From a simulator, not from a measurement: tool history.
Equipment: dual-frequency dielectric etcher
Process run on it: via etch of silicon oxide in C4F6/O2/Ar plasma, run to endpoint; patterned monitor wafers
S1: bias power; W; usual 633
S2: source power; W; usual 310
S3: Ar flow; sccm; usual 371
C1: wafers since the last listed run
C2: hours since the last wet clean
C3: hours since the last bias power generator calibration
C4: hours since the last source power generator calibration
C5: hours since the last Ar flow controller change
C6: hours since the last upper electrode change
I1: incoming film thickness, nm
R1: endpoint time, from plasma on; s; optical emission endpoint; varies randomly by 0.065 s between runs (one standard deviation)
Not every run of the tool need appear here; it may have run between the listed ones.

| run | hour | S1 | S2 | S3 | C1 | C2 | C3 | C4 | C5 | C6 | I1 | R1 |
|---|---|---|---|---|---|---|---|---|---|---|---|---|
| 1 | 0 | 590 | 310 | 371 | 0 | 138.9 | 3172.5 | 1005.3 | 1311.2 | 4706.7 | 89.5 | 21.7 |
| 2 | 94.4 | 678 | 370 | 371 | 1739 | 233.3 | 3266.9 | 1099.7 | 1405.6 | 4801.1 | 89.4 | 19.7 |
| 3 | 170.6 | 678 | 370 | 371 | 1404 | 309.5 | 3343.1 | 1175.9 | 1481.8 | 4877.3 | 88.4 | 19.3 |
| 4 | 248.6 | 633 | 310 | 371 | 1437 | 387.5 | 3421.1 | 1253.9 | 1559.8 | 4955.3 | 89 | 20.7 |
| 5 | 323.8 | 721 | 310 | 300 | 1385 | 462.7 | 3496.3 | 1329.1 | 1635 | 5030.5 | 89.1 | 19.4 |
| 6 | 408.8 | 721 | 310 | 300 | 1566 | 547.7 | 3581.3 | 1414.1 | 1720 | 5115.5 | 88.4 | 19.3 |
| 7 | 510.5 | 721 | 310 | 300 | 1874 | 649.4 | 3683 | 1515.8 | 1821.7 | 5217.2 | 89.2 | 19.3 |
|  | 582.2 | wet clean of the chamber |
| 8 | 617.1 | 514 | 310 | 371 | 1522 | 34.9 | 3789.6 | 1622.4 | 1928.3 | 5323.8 | 88.4 | 22.6 |
|  | 623.8 | source power generator calibrated |
| 9 | 699.5 | 633 | 310 | 371 | 1444 | 117.3 | 3872 | 75.7 | 2010.7 | 5406.2 | 89.3 | 21.2 |
|  | 705.8 | bias power generator calibrated |
| 10 | 799.1 | 633 | 310 | 371 | 1761 | 216.9 | 93.3 | 175.3 | 2110.3 | 5505.8 | 88 | 20.7 |
| 11 | 900.8 | 633 | 310 | 371 | 1874 | 318.6 | 195 | 277 | 2212 | 5607.5 | 90.1 | 21.1 |
| 12 | 969.2 | 633 | 310 | 395 | 1260 | 387 | 263.4 | 345.4 | 2280.4 | 5675.9 | 89 | 21 |
| 13 | 1060.5 | 633 | 280 | 371 | 1682 | 478.3 | 354.7 | 436.7 | 2371.7 | 5767.2 | 89.3 | 21.3 |
| 14 | 1099.1 | 633 | 340 | 445 | 711 | 516.9 | 393.3 | 475.3 | 2410.3 | 5805.8 | 89.5 | 20.5 |

Run 15, settings as shown, results not yet in. Your forecast:
|  | 1208.7 | wet clean of the chamber |
| 15 | 1209.2 | 710 | 310 | 371 | 1586 | 0.5 | 503.4 | 585.4 | 2520.4 | 5915.9 | 88.9 | ? |

{"run 15": {"R1": 20.8}}
Without the tool's hidden state the same run would have given R1 20.6 s.
